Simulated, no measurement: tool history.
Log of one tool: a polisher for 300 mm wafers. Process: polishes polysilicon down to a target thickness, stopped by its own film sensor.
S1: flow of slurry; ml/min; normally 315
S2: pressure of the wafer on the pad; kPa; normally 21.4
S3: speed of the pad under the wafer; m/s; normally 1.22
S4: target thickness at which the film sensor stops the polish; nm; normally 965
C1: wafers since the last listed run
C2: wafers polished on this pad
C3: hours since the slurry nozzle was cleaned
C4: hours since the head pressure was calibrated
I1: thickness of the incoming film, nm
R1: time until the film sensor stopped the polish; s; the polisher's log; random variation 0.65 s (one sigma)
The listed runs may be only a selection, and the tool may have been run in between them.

Run 1, hour 0.0: usual settings but S3 1.04 m/s; C1 0; C2 82; C3 257.6; C4 582.9; I1 1554.2. Result: R1 58.3 s.
Run 2, hour 14.6: usual settings but S3 1.04 m/s; C1 190; C2 273; C3 272.2; C4 597.5; I1 1555.0. Result: R1 59.2 s.
Run 3, hour 37.2: usual settings but S2 19.3 kPa, S4 1018 nm; C1 294; C2 567; C3 294.8; C4 620.1; I1 1535.7. Result: R1 49.4 s.
Run 4, hour 63.5: usual settings but S3 0.96 m/s, S4 1084 nm; C1 342; C2 910; C3 321.1; C4 646.4; I1 1528.3. Result: R1 47.6 s.
Run 5, hour 82.4: usual settings but S2 26.2 kPa; C1 246; C2 1156; C3 340.0; C4 665.3; I1 1551.5. Result: R1 39.7 s.
Run 6, hour 100.8: usual settings but S2 26.2 kPa; C1 239; C2 1396; C3 358.4; C4 683.7; I1 1521.0. Result: R1 38.5 s.
At hour 105.3: worn pad replaced by a new one.
Run 7, hour 128.6: usual settings but S2 26.2 kPa; C1 310; C2 303; C3 386.2; C4 711.5; I1 1578.0. Result: R1 42.6 s.
Run 8, hour 142.6: usual settings; C1 182; C2 485; C3 400.2; C4 725.5; I1 1538.4. Result: R1 48.6 s.
Run 9, hour 167.4: usual settings; C1 323; C2 808; C3 425.0; C4 750.3; I1 1555.7. Result: R1 50.4 s.
Run 10, hour 202.0: usual settings; C1 450; C2 1259; C3 459.6; C4 784.9; I1 1552.4. Result: R1 49.2 s.
At hour 216.9: worn pad replaced by a new one.
Run 11, hour 226.3: usual settings but S2 18.6 kPa, S3 1.02 m/s; C1 264; C2 122; C3 483.9; C4 809.2; I1 1527.3. Result: R1 65.4 s.
Run 12, hour 254.2: usual settings but S1 420 ml/min, S4 1098 nm; C1 363; C2 486; C3 511.8; C4 837.1; I1 1566.8. Result: R1 38.8 s.
Run 13, hour 283.4: usual settings; C1 380; C2 867; C3 541.0; C4 866.3; I1 1552.9. Result: R1 49.6 s.
Run 14, hour 305.8: usual settings but S3 1.60 m/s; C1 291; C2 1158; C3 563.4; C4 888.7; I1 1552.4. Result: R1 37.8 s.
At hour 318.0: worn pad replaced by a new one.
At hour 323.8: slurry nozzle cleaned.
Run 15, hour 340.3: usual settings; C1 384; C2 276; C3 16.5; C4 923.2; I1 1550.6. Result: R1 49.7 s.
Run 16, hour 375.2: usual settings; C1 454; C2 731; C3 51.4; C4 958.1; I1 1537.1. Result: R1 48.8 s.
Run 17, hour 405.0: usual settings but S1 360 ml/min, S3 1.44 m/s; C1 388; C2 1120; C3 81.2; C4 987.9; I1 1543.4. Result: R1 40.8 s.
At hour 414.1: head pressure recalibrated.
Run 18, hour 428.5: usual settings; C1 280; C2 1400; C3 104.7; C4 14.4; I1 1560.6. Result: R1 49.1 s.
At hour 442.3: worn pad replaced by a new one.
Run 19, hour 534.1: usual settings but S1 365 ml/min, S3 1.60 m/s; C1 1324; C2 1196; C3 210.3; C4 120.0; I1 1542.0. Result: R1 37.0 s.
Run 20, hour 558.5: usual settings but S3 1.50 m/s, S4 1109 nm; C1 317; C2 1514; C3 234.7; C4 144.4; I1 1538.6. Result: R1 29.4 s.

Exercise: give the hidden state of the tool at every run:
removal rate lost through wear of the pad, %: 0 at every run
slurry flow missing at the pad, %: 0 at every run
deviation of the head's pressure from its setpoint, %: 0 at every run
